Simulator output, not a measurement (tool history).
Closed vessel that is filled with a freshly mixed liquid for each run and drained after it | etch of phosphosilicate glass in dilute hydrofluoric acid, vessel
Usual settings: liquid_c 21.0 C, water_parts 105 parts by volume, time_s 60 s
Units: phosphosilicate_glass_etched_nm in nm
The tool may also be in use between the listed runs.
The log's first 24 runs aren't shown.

| run | hour | liquid_c | water_parts | time_s | wafers since the last listed run | hours since the thermometer was replaced | hours since the hydrofluoric acid flow meter was replaced | hours since the gauge calibration | read-back film thickness of the phosphosilicate glass reference wafer, read on the same gauge (nm) | phosphosilicate_glass_etched_nm |
|---|---|---|---|---|---|---|---|---|---|---|
| 25 | 281.3 | 23.0 | 60 | 35 | 997 | 122.2 | 150.8 | 91.7 | 120.05 | 74.27 |
| 26 | 299.0 | 21.0 | 105 | 60 | 2207 | 139.9 | 168.5 | 109.4 | 120.00 | 64.03 |
| 27 | 315.0 | 23.5 | 125 | 30 | 1995 | 155.9 | 184.5 | 125.4 | 119.99 | 28.87 |
| 28 | 329.5 | 21.0 | 105 | 60 | 1808 | 170.4 | 199.0 | 139.9 | 120.00 | 63.92 |
| 29 | 353.4 | 18.0 | 90 | 30 | 2980 | 194.3 | 222.9 | 163.8 | 119.98 | 33.55 |
| 30 | 370.7 | 18.0 | 105 | 60 | 2157 | 211.6 | 240.2 | 181.1 | 119.95 | 57.10 |
| 31 | 380.1 | 21.0 | 135 | 60 | 1172 | 221.0 | 249.6 | 190.5 | 120.00 | 48.44 |
| 32 | 388.7 | 17.0 | 155 | 60 | 1072 | 229.6 | 258.2 | 199.1 | 119.98 | 35.13 |
| 33 | 403.6 | 21.0 | 105 | 30 | 1858 | 244.5 | 273.1 | 214.0 | 120.03 | 32.23 |

3 ways to go on from here, each from the tool as it stands after run 33. What would each give?
| A | 404.3 | 21.0 | 105 | 60 | 87 | 245.2 | 273.8 | 214.7 | ? | ? |
| B | 404.3 | 21.0 | 105 | 35 | 87 | 245.2 | 273.8 | 214.7 | ? | ? |
| C | 404.3 | 21.0 | 150 | 60 | 87 | 245.2 | 273.8 | 214.7 | ? | ? |

| run | read-back film thickness of the phosphosilicate glass reference wafer, read on the same gauge (nm) | phosphosilicate_glass_etched_nm |
|---|---|---|
| A | 120.01 | 64.25 |
| B | 120.01 | 37.48 |
| C | 120.01 | 42.87 |
Without the tool's hidden state the same runs would have given:
| run | phosphosilicate_glass_etched_nm |
|---|---|
| A | 61.80 |
| B | 36.05 |
| C | 41.17 |
